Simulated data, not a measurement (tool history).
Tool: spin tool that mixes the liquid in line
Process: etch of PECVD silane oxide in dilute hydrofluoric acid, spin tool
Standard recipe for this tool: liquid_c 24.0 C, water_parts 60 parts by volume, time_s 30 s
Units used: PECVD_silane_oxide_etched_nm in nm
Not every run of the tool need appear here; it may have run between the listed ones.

run,day,liquid_c,water_parts,time_s,"read-back film thickness of the PECVD silane oxide reference wafer, read on the same gauge (nm)",PECVD_silane_oxide_etched_nm
1,0.000,20.5,60,15,99.98,5.93
2,0.992,24.0,60,30,100.02,13.67
3,1.525,24.0,60,30,100.05,13.65
4,5.554,24.0,60,30,99.96,13.60
5,6.633,24.0,60,30,100.02,13.50
# day 7.529: thermometer replaced
6,7.804,24.0,60,30,100.01,14.42
7,8.671,24.0,60,25,100.03,11.84
8,9.508,24.0,60,25,99.98,11.97
# day 9.542: gauge calibrated
9,10.304,24.0,60,25,99.99,11.82
10,11.788,27.5,60,30,100.02,16.35
11,13.271,27.5,60,30,100.01,16.57
12,14.708,22.5,35,40,100.05,31.41
13,15.738,24.0,60,30,100.03,14.18
14,17.117,28.5,60,40,100.01,22.79
15,18.492,28.5,50,15,100.03,10.42
16,19.933,21.5,85,15,100.03,4.34
17,23.388,22.5,30,35,100.01,32.17
18,24.554,24.0,60,30,100.04,14.13
19,26.046,24.0,60,30,99.96,14.11
20,27.083,27.0,40,45,99.96,37.09
# day 27.438: hydrofluoric acid flow meter replaced
21,28.312,20.0,60,40,100.00,15.92
22,28.883,24.0,45,30,100.00,19.11
23,29.929,21.5,45,15,99.97,8.61
24,31.162,27.0,60,30,99.93,15.98
25,32.075,24.0,70,20,100.03,7.90
26,32.812,24.0,70,35,99.96,13.93
27,33.938,19.0,85,30,99.99,7.88
28,34.625,24.0,60,30,100.00,14.07
29,35.821,20.0,60,15,100.01,5.93
30,37.217,20.0,75,15,100.01,4.67
31,37.908,22.5,60,30,100.00,13.18
32,39.308,21.5,70,40,99.99,14.18

For each run, the measured value with the value that run would have given without the tool's hidden condition subtracted. The run-to-run variation is shared by both, the gauge scatter possibly not:
Hidden conditions of the tool in this case: liquid colder than its thermometer reads (K); hydrofluoric acid flow below the setpoint (%); gauge reads high (%).
run,PECVD_silane_oxide_etched_nm
1,-0.30
2,-0.69
3,-0.69
4,-0.73
5,-0.73
6,-0.03
7,-0.02
8,-0.03
9,-0.04
10,-0.07
11,-0.09
12,-0.20
13,-0.10
14,-0.17
15,-0.09
16,-0.04
17,-0.41
18,-0.18
19,-0.20
20,-0.55
21,-0.26
22,-0.31
23,-0.15
24,-0.28
25,-0.14
26,-0.26
27,-0.15
28,-0.29
29,-0.13
30,-0.10
31,-0.30
32,-0.33
